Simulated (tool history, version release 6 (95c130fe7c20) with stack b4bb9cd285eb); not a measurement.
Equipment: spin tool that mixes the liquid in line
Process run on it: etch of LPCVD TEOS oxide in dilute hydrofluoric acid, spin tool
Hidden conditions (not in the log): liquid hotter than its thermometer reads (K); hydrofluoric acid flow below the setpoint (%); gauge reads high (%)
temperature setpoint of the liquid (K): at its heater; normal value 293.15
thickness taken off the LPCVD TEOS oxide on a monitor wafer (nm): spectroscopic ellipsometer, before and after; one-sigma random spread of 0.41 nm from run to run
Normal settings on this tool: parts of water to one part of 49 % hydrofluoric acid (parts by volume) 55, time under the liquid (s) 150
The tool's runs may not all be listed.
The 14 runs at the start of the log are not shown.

| run | hour | temperature setpoint of the liquid (K) | parts of water to one part of 49 % hydrofluoric acid (parts by volume) | time under the liquid (s) | wafers since the last listed run | hours since the thermometer was replaced | hours since the hydrofluoric acid flow meter was replaced | hours since the gauge calibration | read-back film thickness of the LPCVD TEOS oxide reference wafer, read on the same gauge (nm) | thickness taken off the LPCVD TEOS oxide on a monitor wafer (nm) |
|---|---|---|---|---|---|---|---|---|---|---|
| 15 | 1379.7 | 293.15 | 55 | 150 | 370 | 613.4 | 375.9 | 2993.8 | 60 | 46.06 |
|  | 1395.9 | thermometer replaced |
| 16 | 1457.5 | 291.15 | 40 | 240 | 529 | 61.6 | 453.7 | 3071.6 | 59.99 | 94.53 |
| 17 | 1557.3 | 297.65 | 40 | 150 | 687 | 161.4 | 553.5 | 3171.4 | 59.98 | 75.27 |
| 18 | 1623.5 | 293.15 | 30 | 60 | 456 | 227.6 | 619.7 | 3237.6 | 60 | 34.02 |
| 19 | 1689.2 | 293.15 | 55 | 150 | 452 | 293.3 | 685.4 | 3303.3 | 59.99 | 45.23 |
| 20 | 1778.8 | 290.15 | 85 | 95 | 617 | 382.9 | 775 | 3392.9 | 60.04 | 15.6 |
|  | 1819.7 | hydrofluoric acid flow meter replaced |
| 21 | 2004.2 | 296.65 | 75 | 215 | 1545 | 608.3 | 184.5 | 3618.3 | 60.01 | 56.95 |
| 22 | 2087.3 | 293.15 | 30 | 150 | 572 | 691.4 | 267.6 | 3701.4 | 60.01 | 89.26 |
|  | 2089.3 | gauge calibrated |
|  | 2151.4 | thermometer replaced |
| 23 | 2172 | 297.65 | 55 | 100 | 576 | 20.6 | 352.3 | 82.7 | 59.99 | 37.56 |
| 24 | 2265.6 | 293.15 | 70 | 60 | 644 | 114.2 | 445.9 | 176.3 | 60 | 14.22 |
| 25 | 2476.5 | 293.15 | 60 | 150 | 1452 | 325.1 | 656.8 | 387.2 | 60.01 | 41.3 |
| 26 | 2564.6 | 293.15 | 55 | 150 | 606 | 413.2 | 744.9 | 475.3 | 59.99 | 46.03 |
| 27 | 2662.8 | 293.15 | 55 | 100 | 676 | 511.4 | 843.1 | 573.5 | 59.99 | 30.36 |
|  | 2695.4 | hydrofluoric acid flow meter replaced |
| 28 | 2757.3 | 290.15 | 40 | 90 | 644 | 605.9 | 61.9 | 668 | 60.02 | 34.98 |
| 29 | 2825.4 | 290.15 | 30 | 150 | 469 | 674 | 130 | 736.1 | 60.01 | 78.89 |
| 30 | 2865.9 | 296.65 | 55 | 115 | 279 | 714.5 | 170.5 | 776.6 | 60.01 | 41.39 |
|  | 2926.7 | thermometer replaced |
| 31 | 2928 | 290.15 | 30 | 150 | 420 | 1.3 | 232.6 | 838.7 | 60 | 77.23 |
| 32 | 2983.6 | 296.15 | 65 | 150 | 383 | 56.9 | 288.2 | 894.3 | 60 | 44.63 |
| 33 | 3021.7 | 293.15 | 55 | 150 | 262 | 95 | 326.3 | 932.4 | 59.99 | 46.36 |
| 34 | 3102.8 | 295.65 | 30 | 100 | 558 | 176.1 | 407.4 | 1013.5 | 60.01 | 64.68 |

Consider 3 possible next runs. They are alternatives, not a sequence: every one starts from the tool as it was left by run 34. What does each give?
| A | 3103.3 | 293.15 | 75 | 150 | 3 | 176.6 | 407.9 | 1014 | ? | ? |
| B | 3103.3 | 293.15 | 45 | 150 | 3 | 176.6 | 407.9 | 1014 | ? | ? |
| C | 3103.3 | 290.15 | 75 | 180 | 3 | 176.6 | 407.9 | 1014 | ? | ? |

| run | read-back film thickness of the LPCVD TEOS oxide reference wafer, read on the same gauge (nm) | thickness taken off the LPCVD TEOS oxide on a monitor wafer (nm) |
|---|---|---|
| A | 60.02 | 33.74 |
| B | 60.02 | 58.34 |
| C | 60.02 | 35.67 |
Without the tool's unlogged condition, the same runs would have read:
| run | thickness taken off the LPCVD TEOS oxide on a monitor wafer (nm) |
|---|---|
| A | 35.23 |
| B | 60.84 |
| C | 37.24 |

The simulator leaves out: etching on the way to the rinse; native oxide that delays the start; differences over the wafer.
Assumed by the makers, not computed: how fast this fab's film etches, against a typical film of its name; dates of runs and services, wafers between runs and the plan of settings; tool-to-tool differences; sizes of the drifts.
